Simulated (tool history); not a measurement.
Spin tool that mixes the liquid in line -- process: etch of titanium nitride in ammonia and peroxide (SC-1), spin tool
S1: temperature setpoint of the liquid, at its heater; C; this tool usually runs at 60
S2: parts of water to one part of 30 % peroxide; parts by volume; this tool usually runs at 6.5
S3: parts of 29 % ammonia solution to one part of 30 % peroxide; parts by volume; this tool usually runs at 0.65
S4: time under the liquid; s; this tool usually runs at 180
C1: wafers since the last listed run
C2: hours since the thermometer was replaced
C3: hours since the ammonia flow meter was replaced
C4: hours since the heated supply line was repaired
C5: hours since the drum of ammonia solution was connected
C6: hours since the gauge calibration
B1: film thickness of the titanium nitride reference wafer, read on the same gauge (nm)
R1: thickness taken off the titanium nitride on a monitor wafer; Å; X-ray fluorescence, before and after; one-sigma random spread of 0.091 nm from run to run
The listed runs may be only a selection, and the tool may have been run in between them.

run,day,S1,S2,S3,S4,C1,C2,C3,C4,C5,C6,B1,R1
1,0,60,6.5,0.55,180,0,1519.2,835.2,1312.3,175.6,771.8,79.98,228.9
2,1.533,60,6.5,0.55,180,173,1556,872,1349.1,212.4,808.6,80.01,226.6
3,3.583,60,6.5,0.6,180,232,1605.2,921.2,1398.3,261.6,857.8,80.01,229
# day 9.225: new drum of ammonia solution connected
4,11.146,60,6.5,0.6,180,851,1786.7,1102.7,1579.8,46.1,1039.3,80.02,233.7
# day 13.129: heated supply line repaired
5,13.95,60,6.5,0.6,180,312,1854,1170,19.7,113.4,1106.6,79.99,231.8
6,15.804,68,6.5,0.65,180,209,1898.5,1214.5,64.2,157.9,1151.1,80,391.2
7,17.454,68,6.5,0.65,180,186,1938.1,1254.1,103.8,197.5,1190.7,79.96,393.2
8,18.754,64.5,6.5,0.85,180,147,1969.3,1285.3,135,228.7,1221.9,80.01,325.7
9,20.967,53.5,7.5,0.65,80,250,2022.4,1338.4,188.1,281.8,1275,80.04,62.7
# day 21.758: gauge calibrated
10,22.888,60,6.5,0.65,180,217,2068.5,1384.5,234.2,327.9,27.1,80.01,232.9
11,26.867,55,5.5,0.8,270,450,2164,1480,329.7,423.4,122.6,79.99,280.4
# day 28.258: new drum of ammonia solution connected
12,28.462,52,5,0.65,140,175,2202.3,1518.3,368,4.9,160.9,79.98,121.8
13,31.029,60,6.5,0.65,180,290,2263.9,1579.9,429.6,66.5,222.5,80.01,234.5
# day 32.762: ammonia flow meter replaced
14,33.954,63.5,6.5,0.55,180,326,2334.1,28.6,499.8,136.7,292.7,79.99,288.7
15,35.279,60,6.5,0.65,180,149,2365.9,60.4,531.6,168.5,324.5,79.98,234.5
16,36.779,60,6.5,0.75,180,169,2401.9,96.4,567.6,204.5,360.5,80.01,240.2
17,39.329,60,5,0.5,80,288,2463.1,157.6,628.8,265.7,421.7,80.02,112.9
# day 43.904: new drum of ammonia solution connected
# day 45.908: thermometer replaced
18,47.95,66,5,0.55,85,966,49,364.5,835.7,97.1,628.6,79.99,175.4
19,49.642,50.5,6.5,0.35,270,191,89.6,405.1,876.3,137.7,669.2,80,163.8
20,52.075,60,9.5,0.65,255,275,148,463.5,934.7,196.1,727.6,80.01,266.6
21,54.754,53,6.5,0.4,180,303,212.3,527.8,999,260.4,791.9,80.01,131.9

Run 22 is up next; what results do you expect?
22,57.133,60,6.5,0.45,245,269,269.4,584.9,1056.1,317.5,849,?,?

B1: 79.98
R1: 292.7 Å
Without the tool's hidden state the same run would have given R1 297.1 Å.

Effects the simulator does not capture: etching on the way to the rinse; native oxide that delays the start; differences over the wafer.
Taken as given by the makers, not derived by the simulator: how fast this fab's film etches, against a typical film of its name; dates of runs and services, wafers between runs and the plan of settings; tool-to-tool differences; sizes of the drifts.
